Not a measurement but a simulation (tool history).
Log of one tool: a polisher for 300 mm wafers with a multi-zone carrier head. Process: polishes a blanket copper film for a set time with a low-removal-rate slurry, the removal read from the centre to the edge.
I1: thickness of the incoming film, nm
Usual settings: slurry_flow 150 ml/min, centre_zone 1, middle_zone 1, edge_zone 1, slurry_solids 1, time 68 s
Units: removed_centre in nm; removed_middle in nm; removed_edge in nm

Run 1, hour 0: usual settings; I1 1138.5. Result: removed_centre 300.5 nm, removed_middle 321.4 nm, removed_edge 323.3 nm.
At hour 7.6: edge zone pressure recalibrated.
At hour 45.6: worn pad replaced by a new one.
Run 2, hour 67.9: usual settings; I1 1140. Result: removed_centre 291.2 nm, removed_middle 316.7 nm, removed_edge 320.5 nm.
Run 3, hour 169.7: usual settings but centre_zone 0.91, slurry_solids 1.25; I1 1127.2. Result: removed_centre 278.8 nm, removed_middle 325.7 nm, removed_edge 332 nm.
Run 4, hour 235.9: usual settings but slurry_flow 100 ml/min, slurry_solids 1.1; I1 1113.6. Result: removed_centre 266.2 nm, removed_middle 294.1 nm, removed_edge 304 nm.
Run 5, hour 304: usual settings but centre_zone 1.11; I1 1142.5. Result: removed_centre 327.8 nm, removed_middle 318.1 nm, removed_edge 320.4 nm.
At hour 328.7: slurry nozzle cleaned.
Run 6, hour 351.8: usual settings; I1 1131.6. Result: removed_centre 289.7 nm, removed_middle 322.4 nm, removed_edge 319.6 nm.
Run 7, hour 409.6: usual settings but slurry_solids 0.8, time 48 s; I1 1133.7. Result: removed_centre 203 nm, removed_middle 221.3 nm, removed_edge 222 nm.
Run 8, hour 480.8: usual settings but centre_zone 0.93, edge_zone 0.93, time 86 s; I1 1145.7. Result: removed_centre 346.6 nm, removed_middle 406.4 nm, removed_edge 395.3 nm.
Run 9, hour 565: usual settings but slurry_flow 175 ml/min; I1 1134.8. Result: removed_centre 303.4 nm, removed_middle 328.4 nm, removed_edge 328.9 nm.
At hour 589.9: worn pad replaced by a new one.
At hour 600.7: carrier head's membrane replaced by a new one.
Run 10, hour 603.2: usual settings but slurry_flow 110 ml/min, centre_zone 0.92, middle_zone 0.94; I1 1144.7. Result: removed_centre 243 nm, removed_middle 285.3 nm, removed_edge 302.8 nm.
At hour 680.1: centre zone pressure recalibrated.
Run 11, hour 681.4: usual settings but middle_zone 0.93; I1 1140.4. Result: removed_centre 312.3 nm, removed_middle 308.5 nm, removed_edge 321.8 nm.
Run 12, hour 753.9: usual settings but slurry_solids 1.15; I1 1138.5. Result: removed_centre 310.8 nm, removed_middle 325.6 nm, removed_edge 328.1 nm.
Run 13, hour 815.5: usual settings but time 83 s; I1 1132.5. Result: removed_centre 366.1 nm, removed_middle 390.1 nm, removed_edge 392.1 nm.
At hour 828: slurry nozzle cleaned.
Run 14, hour 887.8: usual settings but slurry_flow 120 ml/min, middle_zone 1.04, time 81 s; I1 1116.8. Result: removed_centre 337.9 nm, removed_middle 367.1 nm, removed_edge 367.3 nm.
Run 15, hour 955.3: usual settings; I1 1150.2. Result: removed_centre 306.7 nm, removed_middle 320.4 nm, removed_edge 321.4 nm.
Run 16, hour 1057.6: usual settings but middle_zone 1.09, time 75 s; I1 1116.3. Result: removed_centre 330 nm, removed_middle 374 nm, removed_edge 357.5 nm.
Run 17, hour 1130.3: usual settings; I1 1123.4. Result: removed_centre 295.6 nm, removed_middle 319.1 nm, removed_edge 321.9 nm.
At hour 1181.5: edge zone pressure recalibrated.
At hour 1215.1: worn pad replaced by a new one.
Run 18, hour 1223.7: usual settings; I1 1145.9. Result: removed_centre 295.1 nm, removed_middle 318.2 nm, removed_edge 322.2 nm.
Run 19, hour 1283.7: usual settings but slurry_solids 1.2; I1 1146.6. Result: removed_centre 301.1 nm, removed_middle 325.6 nm, removed_edge 330.5 nm.
Run 20, hour 1375.6: usual settings but slurry_solids 1.1; I1 1135. Result: removed_centre 293.4 nm, removed_middle 323.3 nm, removed_edge 323.8 nm.
Run 21, hour 1411.8: usual settings but slurry_flow 195 ml/min, centre_zone 0.9, middle_zone 1.1, time 78 s; I1 1151.5. Result: removed_centre 323.2 nm, removed_middle 409.3 nm, removed_edge 378.4 nm.

4 ways to go on from here, each from the tool as it stands after run 21. What would each give?
Run A, hour 1412.3: usual settings; I1 1152. Result: removed_centre ?, removed_middle ?, removed_edge ?.
Run B, hour 1412.3: usual settings but slurry_flow 110 ml/min, middle_zone 0.9; I1 1152. Result: removed_centre ?, removed_middle ?, removed_edge ?.
Run C, hour 1412.3: usual settings but slurry_flow 165 ml/min, edge_zone 0.93; I1 1152. Result: removed_centre ?, removed_middle ?, removed_edge ?.
Run D, hour 1412.3: usual settings but centre_zone 0.96, slurry_solids 0.8; I1 1152. Result: removed_centre ?, removed_middle ?, removed_edge ?.

run  removed_centre  removed_middle  removed_edge
  A           287.4           319.2         325.2
  B           262.7           275.6           308
  C           293.6           325.4         322.6
  D           269.7           312.2           318
Without the tool's hidden state the same runs would have given:
run  removed_centre  removed_middle  removed_edge
  A           305.2           319.2         325.2
  B             279           275.5           308
  C           311.8           325.3         322.6
  D           286.4           312.1           318
